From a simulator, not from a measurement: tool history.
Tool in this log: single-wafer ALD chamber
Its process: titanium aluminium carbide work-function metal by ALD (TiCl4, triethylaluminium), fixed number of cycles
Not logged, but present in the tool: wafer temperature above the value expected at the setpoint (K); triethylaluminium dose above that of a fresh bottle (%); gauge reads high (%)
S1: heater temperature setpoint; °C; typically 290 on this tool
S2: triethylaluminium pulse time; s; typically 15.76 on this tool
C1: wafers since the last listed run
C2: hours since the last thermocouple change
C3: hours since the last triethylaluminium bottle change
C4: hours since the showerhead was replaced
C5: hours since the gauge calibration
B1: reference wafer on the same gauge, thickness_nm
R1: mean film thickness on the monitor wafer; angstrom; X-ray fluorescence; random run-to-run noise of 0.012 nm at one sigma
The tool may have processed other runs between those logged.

run    hour   S1     S2    C1      C2     C3      C4     C5     B1     R1
  1     0.0  290  15.76     0  2109.4  151.5  4411.9  124.2  2.050  21.44
  2    35.7  290  15.76   294  2145.1  187.2  4447.6  159.9  2.050  21.29
  3    82.6  290  15.76   387  2192.0  234.1  4494.5  206.8  2.054  21.57
  4   146.3  290  15.76   526  2255.7  297.8  4558.2  270.5  2.049  21.37
  5   194.8  290  15.76   400  2304.2  346.3  4606.7  319.0  2.049  21.52
  6   225.8  290  19.89   256  2335.2  377.3  4637.7  350.0  2.050  21.54
  7   286.9  290  19.89   504  2396.3  438.4  4698.8  411.1  2.048  21.79
  8   463.5  301  15.76  1458  2572.9  615.0  4875.4  587.7  2.052  22.24
      489.6  -- gauge calibrated
  9   491.0  301  15.76   227  2600.4  642.5  4902.9    1.4  2.052  22.13
      528.8  -- thermocouple changed; heater temperature recalibrated
 10   529.3  282  15.76   250     0.5  680.8  4941.2   39.7  2.052  20.37
 11   564.5  284  15.76   290    35.7  716.0  4976.4   74.9  2.048  20.56
      579.1  -- triethylaluminium bottle replaced
      622.2  -- showerhead replaced
 12   622.7  290  15.76   348    93.9   43.6     0.5  133.1  2.051  20.41
 13   689.2  303  10.73   549   160.4  110.1    67.0  199.6  2.053  19.80
 14   753.4  301  15.76   530   224.6  174.3   131.2  263.8  2.051  21.63
      830.4  -- triethylaluminium bottle replaced, repeated, since the last time left the tool worse
 15   919.3  299  14.06  1304   390.5   88.9   297.1  429.7  2.048  22.15
 16   960.0  296  20.99   336   431.2  129.6   337.8  470.4  2.048  21.86
 17  1006.5  277  21.36   384   477.7  176.1   384.3  516.9  2.051  20.14
 18  1033.9  290  17.84   226   505.1  203.5   411.7  544.3  2.054  21.52

Here are 4 independent what-if runs from the current tool condition. What would each one return?
  A  1034.3  290  15.76   3  505.5  203.9  412.1  544.7   ?   ?
  B  1034.3  275  12.98   3  505.5  203.9  412.1  544.7   ?   ?
  C  1034.3  283  10.35   3  505.5  203.9  412.1  544.7   ?   ?
  D  1034.3  299  10.18   3  505.5  203.9  412.1  544.7   ?   ?

run     B1     R1
  A  2.052  21.34
  B  2.052  19.74
  C  2.052  20.03
  D  2.052  21.45
Stripped of hidden state, with their random variation kept, the same runs would have yielded:
run     R1
  A  21.37
  B  19.81
  C  20.17
  D  21.60

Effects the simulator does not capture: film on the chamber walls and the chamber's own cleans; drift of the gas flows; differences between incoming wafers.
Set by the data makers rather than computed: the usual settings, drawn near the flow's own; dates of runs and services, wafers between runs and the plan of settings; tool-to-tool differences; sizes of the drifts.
